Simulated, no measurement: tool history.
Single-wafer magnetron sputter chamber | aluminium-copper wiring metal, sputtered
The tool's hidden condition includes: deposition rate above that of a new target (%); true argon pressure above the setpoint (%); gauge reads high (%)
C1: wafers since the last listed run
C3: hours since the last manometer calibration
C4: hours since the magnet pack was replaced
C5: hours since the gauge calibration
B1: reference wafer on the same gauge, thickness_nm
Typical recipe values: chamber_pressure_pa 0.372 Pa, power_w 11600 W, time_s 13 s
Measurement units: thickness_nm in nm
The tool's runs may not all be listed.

run 1 hour=0 | chamber_pressure_pa=0.372 power_w=11600 time_s=12.2 | C1=0 wafers_on_the_sputter_target=3666 C3=512.4 C4=8732.2 C5=389.3 | B1=290.118 | thickness_nm=257.982
run 2 hour=27.3 | chamber_pressure_pa=0.372 power_w=11600 time_s=12.2 | C1=664 wafers_on_the_sputter_target=4330 C3=539.7 C4=8759.5 C5=416.6 | B1=290.103 | thickness_nm=257.477
-- hour=72.1 sputter target and shields replaced
run 3 hour=72.6 | chamber_pressure_pa=0.372 power_w=12550 time_s=13 | C1=907 wafers_on_the_sputter_target=12 C3=585 C4=8804.8 C5=461.9 | B1=289.811 | thickness_nm=297.374
run 4 hour=226.7 | chamber_pressure_pa=0.372 power_w=12550 time_s=13 | C1=3748 wafers_on_the_sputter_target=3761 C3=739.1 C4=8958.9 C5=616 | B1=290.064 | thickness_nm=295.274
run 5 hour=278.6 | chamber_pressure_pa=0.372 power_w=11600 time_s=13 | C1=1262 wafers_on_the_sputter_target=5023 C3=791 C4=9010.8 C5=667.9 | B1=289.845 | thickness_nm=271.169
run 6 hour=313.6 | chamber_pressure_pa=0.372 power_w=11600 time_s=13 | C1=851 wafers_on_the_sputter_target=5875 C3=826 C4=9045.8 C5=702.9 | B1=289.955 | thickness_nm=274.514
-- hour=338.4 sputter target and shields replaced
run 7 hour=368.4 | chamber_pressure_pa=0.372 power_w=11600 time_s=13 | C1=1138 wafers_on_the_sputter_target=729 C3=880.8 C4=9100.6 C5=757.7 | B1=290.1 | thickness_nm=271.394
-- hour=379.6 gauge calibrated
run 8 hour=430.1 | chamber_pressure_pa=0.372 power_w=11600 time_s=14.4 | C1=1500 wafers_on_the_sputter_target=2230 C3=942.5 C4=9162.3 C5=50.5 | B1=289.99 | thickness_nm=303.499
run 9 hour=485.8 | chamber_pressure_pa=0.372 power_w=13300 time_s=13 | C1=1354 wafers_on_the_sputter_target=3585 C3=998.2 C4=9218 C5=106.2 | B1=289.775 | thickness_nm=311.728
-- hour=513 magnet pack replaced
run 10 hour=538.3 | chamber_pressure_pa=0.372 power_w=11600 time_s=11.7 | C1=1082 wafers_on_the_sputter_target=4667 C3=1050.7 C4=25.3 C5=158.7 | B1=289.762 | thickness_nm=245.803
-- hour=595.1 sputter target and shields replaced
run 11 hour=603.8 | chamber_pressure_pa=0.372 power_w=12450 time_s=13 | C1=1398 wafers_on_the_sputter_target=211 C3=1116.2 C4=90.8 C5=224.2 | B1=290.053 | thickness_nm=292.807
-- hour=666.4 capacitance manometer re-zeroed and calibrated
run 12 hour=772.9 | chamber_pressure_pa=0.372 power_w=10050 time_s=11.5 | C1=3918 wafers_on_the_sputter_target=4130 C3=106.5 C4=259.9 C5=393.3 | B1=289.923 | thickness_nm=216.579
run 13 hour=808.2 | chamber_pressure_pa=0.372 power_w=11600 time_s=13 | C1=858 wafers_on_the_sputter_target=4989 C3=141.8 C4=295.2 C5=428.6 | B1=289.967 | thickness_nm=280.246
-- hour=817.2 sputter target and shields replaced
run 14 hour=841.9 | chamber_pressure_pa=0.477 power_w=13100 time_s=14.1 | C1=625 wafers_on_the_sputter_target=601 C3=175.5 C4=328.9 C5=462.3 | B1=289.74 | thickness_nm=319.561
run 15 hour=894.2 | chamber_pressure_pa=0.372 power_w=12550 time_s=13 | C1=1272 wafers_on_the_sputter_target=1873 C3=227.8 C4=381.2 C5=514.6 | B1=290.08 | thickness_nm=303.204

Below are 3 alternative next runs, each starting from the tool's condition after run 15. Predict each:
run A hour=894.6 | chamber_pressure_pa=0.372 power_w=11600 time_s=11.6 | C1=9 wafers_on_the_sputter_target=1883 C3=228.2 C4=381.6 C5=515 | B1=? | thickness_nm=?
run B hour=894.6 | chamber_pressure_pa=0.372 power_w=11600 time_s=14.9 | C1=9 wafers_on_the_sputter_target=1883 C3=228.2 C4=381.6 C5=515 | B1=? | thickness_nm=?
run C hour=894.6 | chamber_pressure_pa=0.372 power_w=11600 time_s=10.8 | C1=9 wafers_on_the_sputter_target=1883 C3=228.2 C4=381.6 C5=515 | B1=? | thickness_nm=?

run=A B1=289.977 thickness_nm=249.912
run=B B1=289.977 thickness_nm=321.007
run=C B1=289.977 thickness_nm=232.676
Stripped of hidden state, with their random variation kept, the same runs would have yielded:
run=A thickness_nm=253.497
run=B thickness_nm=325.612
run=C thickness_nm=236.014

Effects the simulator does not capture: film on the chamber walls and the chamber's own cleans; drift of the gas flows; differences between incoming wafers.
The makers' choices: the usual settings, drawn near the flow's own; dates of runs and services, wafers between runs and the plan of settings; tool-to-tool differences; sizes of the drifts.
